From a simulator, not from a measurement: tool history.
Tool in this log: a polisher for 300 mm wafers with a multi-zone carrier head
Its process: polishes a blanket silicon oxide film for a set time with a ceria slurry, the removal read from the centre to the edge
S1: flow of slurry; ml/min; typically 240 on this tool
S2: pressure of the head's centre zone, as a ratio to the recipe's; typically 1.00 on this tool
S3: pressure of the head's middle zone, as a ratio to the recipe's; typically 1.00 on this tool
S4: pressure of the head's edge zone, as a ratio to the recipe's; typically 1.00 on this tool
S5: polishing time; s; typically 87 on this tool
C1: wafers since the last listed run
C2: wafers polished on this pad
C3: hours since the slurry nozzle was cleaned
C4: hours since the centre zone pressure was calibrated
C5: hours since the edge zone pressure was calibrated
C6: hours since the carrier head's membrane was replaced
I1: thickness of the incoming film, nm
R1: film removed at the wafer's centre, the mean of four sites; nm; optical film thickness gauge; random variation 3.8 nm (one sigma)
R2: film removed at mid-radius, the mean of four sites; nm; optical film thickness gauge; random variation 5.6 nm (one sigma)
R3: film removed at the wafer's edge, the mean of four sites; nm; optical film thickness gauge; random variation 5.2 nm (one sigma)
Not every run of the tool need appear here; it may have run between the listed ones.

Run 1, hour 0.0: usual settings but S3 0.93, S4 1.08; C1 0; C2 728; C3 493.8; C4 289.0; C5 183.4; C6 874.0; I1 1733.5. Result: R1 417.1 nm, R2 414.6 nm, R3 472.4 nm.
Run 2, hour 66.4: usual settings; C1 597; C2 1326; C3 560.2; C4 355.4; C5 249.8; C6 940.4; I1 1733.6. Result: R1 419.9 nm, R2 436.5 nm, R3 459.7 nm.
Run 3, hour 84.9: usual settings; C1 166; C2 1492; C3 578.7; C4 373.9; C5 268.3; C6 958.9; I1 1751.5. Result: R1 416.2 nm, R2 439.1 nm, R3 451.6 nm.
At hour 130.6: worn pad replaced by a new one.
Run 4, hour 158.5: usual settings; C1 626; C2 251; C3 652.3; C4 447.5; C5 341.9; C6 1032.5; I1 1738.0. Result: R1 415.4 nm, R2 438.9 nm, R3 460.6 nm.
Run 5, hour 177.4: usual settings but S1 175 ml/min; C1 170; C2 421; C3 671.2; C4 466.4; C5 360.8; C6 1051.4; I1 1703.5. Result: R1 393.9 nm, R2 425.4 nm, R3 441.1 nm.
Run 6, hour 195.7: usual settings but S2 1.06; C1 164; C2 586; C3 689.5; C4 484.7; C5 379.1; C6 1069.7; I1 1716.5. Result: R1 445.6 nm, R2 443.8 nm, R3 462.4 nm.
Run 7, hour 229.8: usual settings but S4 0.93; C1 307; C2 893; C3 723.6; C4 518.8; C5 413.2; C6 1103.8; I1 1735.4. Result: R1 411.5 nm, R2 446.6 nm, R3 449.1 nm.
Run 8, hour 242.7: usual settings but S1 280 ml/min, S5 103 s; C1 116; C2 1009; C3 736.5; C4 531.7; C5 426.1; C6 1116.7; I1 1734.2. Result: R1 498.2 nm, R2 530.6 nm, R3 544.2 nm.
Run 9, hour 266.5: usual settings but S4 0.95; C1 214; C2 1223; C3 760.3; C4 555.5; C5 449.9; C6 1140.5; I1 1714.5. Result: R1 413.0 nm, R2 431.8 nm, R3 442.9 nm.
At hour 279.0: edge zone pressure recalibrated.
Run 10, hour 287.7: usual settings but S1 290 ml/min; C1 172; C2 1396; C3 781.5; C4 576.7; C5 8.7; C6 1161.7; I1 1736.2. Result: R1 423.1 nm, R2 449.7 nm, R3 465.8 nm.
At hour 301.8: slurry nozzle cleaned.
Run 11, hour 322.9: usual settings but S2 0.91, S3 0.95, S4 1.12; C1 307; C2 1704; C3 21.1; C4 611.9; C5 43.9; C6 1196.9; I1 1709.7. Result: R1 379.2 nm, R2 416.7 nm, R3 477.2 nm.
At hour 329.6: worn pad replaced by a new one.
Run 12, hour 337.4: usual settings but S1 275 ml/min, S3 0.88; C1 94; C2 70; C3 35.6; C4 626.4; C5 58.4; C6 1211.4; I1 1744.3. Result: R1 418.3 nm, R2 400.4 nm, R3 471.0 nm.
Run 13, hour 357.2: usual settings but S1 175 ml/min, S2 0.91, S4 1.08, S5 115 s; C1 178; C2 248; C3 55.4; C4 646.2; C5 78.2; C6 1231.2; I1 1732.9. Result: R1 465.6 nm, R2 546.8 nm, R3 607.1 nm.
Run 14, hour 381.7: usual settings; C1 220; C2 469; C3 79.9; C4 670.7; C5 102.7; C6 1255.7; I1 1726.2. Result: R1 415.2 nm, R2 435.8 nm, R3 453.2 nm.
Run 15, hour 403.0: usual settings but S5 105 s; C1 191; C2 661; C3 101.2; C4 692.0; C5 124.0; C6 1277.0; I1 1755.5. Result: R1 501.7 nm, R2 536.5 nm, R3 552.4 nm.
At hour 416.0: carrier head's membrane replaced by a new one.
Run 16, hour 426.0: usual settings but S1 265 ml/min, S2 0.93, S3 1.12, S4 1.06; C1 162; C2 823; C3 124.2; C4 715.0; C5 147.0; C6 10.0; I1 1734.3. Result: R1 391.3 nm, R2 489.2 nm, R3 474.0 nm.
Run 17, hour 501.6: usual settings but S2 1.09, S5 108 s; C1 680; C2 1504; C3 199.8; C4 790.6; C5 222.6; C6 85.6; I1 1705.0. Result: R1 559.4 nm, R2 546.4 nm, R3 566.1 nm.
At hour 510.0: worn pad replaced by a new one.
At hour 538.5: centre zone pressure recalibrated.
Run 18, hour 549.0: usual settings but S1 185 ml/min, S4 1.07; C1 372; C2 332; C3 247.2; C4 10.5; C5 270.0; C6 133.0; I1 1735.6. Result: R1 416.4 nm, R2 428.1 nm, R3 459.0 nm.
Run 19, hour 574.5: usual settings; C1 229; C2 562; C3 272.7; C4 36.0; C5 295.5; C6 158.5; I1 1716.8. Result: R1 437.5 nm, R2 443.2 nm, R3 459.8 nm.
Run 20, hour 675.6: usual settings but S1 185 ml/min, S4 1.07; C1 910; C2 1472; C3 373.8; C4 137.1; C5 396.6; C6 259.6; I1 1743.4. Result: R1 411.3 nm, R2 428.0 nm, R3 451.2 nm.
Run 21, hour 702.3: usual settings but S3 0.97, S5 105 s; C1 240; C2 1713; C3 400.5; C4 163.8; C5 423.3; C6 286.3; I1 1717.6. Result: R1 513.9 nm, R2 524.3 nm, R3 549.0 nm.
Run 22, hour 721.3: usual settings; C1 171; C2 1884; C3 419.5; C4 182.8; C5 442.3; C6 305.3; I1 1728.2. Result: R1 422.5 nm, R2 438.2 nm, R3 459.1 nm.
At hour 733.4: worn pad replaced by a new one.
Run 23, hour 740.6: usual settings but S1 200 ml/min, S2 0.92, S5 64 s; C1 137; C2 64; C3 438.8; C4 202.1; C5 461.6; C6 324.6; I1 1705.3. Result: R1 275.4 nm, R2 308.0 nm, R3 331.3 nm.

Branching from run 23: 3 alternative next runs. What would each branch give?
Run A, hour 741.0: usual settings but S2 1.04; C1 3; C2 68; C3 439.2; C4 202.5; C5 462.0; C6 325.0; I1 1752.6. Result: R1 ?, R2 ?, R3 ?.
Run B, hour 741.0: usual settings but S5 59 s; C1 3; C2 68; C3 439.2; C4 202.5; C5 462.0; C6 325.0; I1 1752.6. Result: R1 ?, R2 ?, R3 ?.
Run C, hour 741.0: usual settings but S3 0.91, S5 106 s; C1 3; C2 68; C3 439.2; C4 202.5; C5 462.0; C6 325.0; I1 1752.6. Result: R1 ?, R2 ?, R3 ?.

run     R1     R2     R3
  A  433.9  438.7  446.9
  B  282.8  297.5  303.1
  C  507.8  493.9  545.2
Take away the tool's hidden state, keep each run's random variation, and the runs would have read:
run     R1     R2     R3
  A  450.8  438.6  446.9
  B  293.9  297.5  303.1
  C  527.6  493.9  545.2

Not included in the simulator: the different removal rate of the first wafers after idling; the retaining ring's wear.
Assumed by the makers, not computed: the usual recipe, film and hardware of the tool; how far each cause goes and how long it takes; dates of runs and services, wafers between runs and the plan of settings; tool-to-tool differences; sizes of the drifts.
